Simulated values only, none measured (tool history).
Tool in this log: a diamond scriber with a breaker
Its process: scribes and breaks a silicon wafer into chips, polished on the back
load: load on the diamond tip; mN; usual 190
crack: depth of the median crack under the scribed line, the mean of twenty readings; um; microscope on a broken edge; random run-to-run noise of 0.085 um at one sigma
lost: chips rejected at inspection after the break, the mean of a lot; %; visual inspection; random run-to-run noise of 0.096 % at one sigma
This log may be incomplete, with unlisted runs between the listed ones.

run	hour	load	wafers since the last listed run	hours since the diamond tip was replaced	hours since the load on the tip was calibrated	incoming depth of the damage left on the back of the incoming wafer, um	crack	lost
1	0.0	190	0	2.8	1287.4	0.02	7.07	1.44
2	54.5	190	233	57.3	1341.9	0.05	7.20	1.61
3	118.5	190	274	121.3	1405.9	0.02	7.16	1.66
4	170.8	190	224	173.6	1458.2	0.02	7.29	1.49
5	239.3	190	293	242.1	1526.7	0.04	7.03	1.72
# hour 256.1: diamond tip replaced by a new one
6	263.8	190	96	7.7	1551.2	0.03	7.14	1.43
7	331.3	171	289	75.2	1618.7	0.02	6.81	1.46
# hour 391.1: load on the tip recalibrated
8	398.6	171	280	142.5	7.5	0.01	7.17	1.51
9	461.2	190	268	205.1	70.1	0.04	7.63	2.22
10	491.3	190	129	235.2	100.2	0.03	7.60	2.51
# hour 520.2: diamond tip replaced by a new one
11	532.4	190	167	12.2	141.3	0.03	7.60	2.30
12	560.7	190	121	40.5	169.6	0.03	7.63	2.04
# hour 598.8: load on the tip recalibrated, repeated, since the last time left the tool worse
13	629.1	149	284	108.9	30.3	0.02	6.26	2.88
14	666.4	190	159	146.2	67.6	0.04	7.03	1.33
15	691.9	166	109	171.7	93.1	0.04	6.54	1.91
16	741.3	161	211	221.1	142.5	0.02	6.42	2.09
# hour 766.2: diamond tip replaced by a new one
17	796.2	230	226	30.0	197.4	0.05	7.75	2.73
18	851.7	239	238	85.5	252.9	0.01	8.09	3.38
19	919.1	157	289	152.9	320.3	0.03	6.43	2.09
20	974.9	215	239	208.7	376.1	0.01	7.37	2.08
# hour 999.5: diamond tip replaced by a new one
21	1018.9	245	180	19.4	420.1	0.01	7.85	3.71
22	1071.4	190	225	71.9	472.6	0.04	6.91	1.27
23	1136.4	237	278	136.9	537.6	0.03	7.83	3.69

Alternative continuations, all from the tool just after run 23; predict every row:
A	1137.0	159	2	137.5	538.2	0.05	?	?
B	1137.0	213	2	137.5	538.2	0.05	?	?
C	1137.0	136	2	137.5	538.2	0.05	?	?
D	1137.0	205	2	137.5	538.2	0.05	?	?
E	1137.0	146	2	137.5	538.2	0.05	?	?

run	crack	lost
A	6.51	1.77
B	7.55	1.69
C	6.04	3.46
D	7.40	1.44
E	6.24	2.57
Take away the tool's hidden state, keep each run's random variation, and the runs would have read:
run	crack	lost
A	6.43	1.97
B	7.46	1.53
C	5.96	3.84
D	7.31	1.33
E	6.17	2.87

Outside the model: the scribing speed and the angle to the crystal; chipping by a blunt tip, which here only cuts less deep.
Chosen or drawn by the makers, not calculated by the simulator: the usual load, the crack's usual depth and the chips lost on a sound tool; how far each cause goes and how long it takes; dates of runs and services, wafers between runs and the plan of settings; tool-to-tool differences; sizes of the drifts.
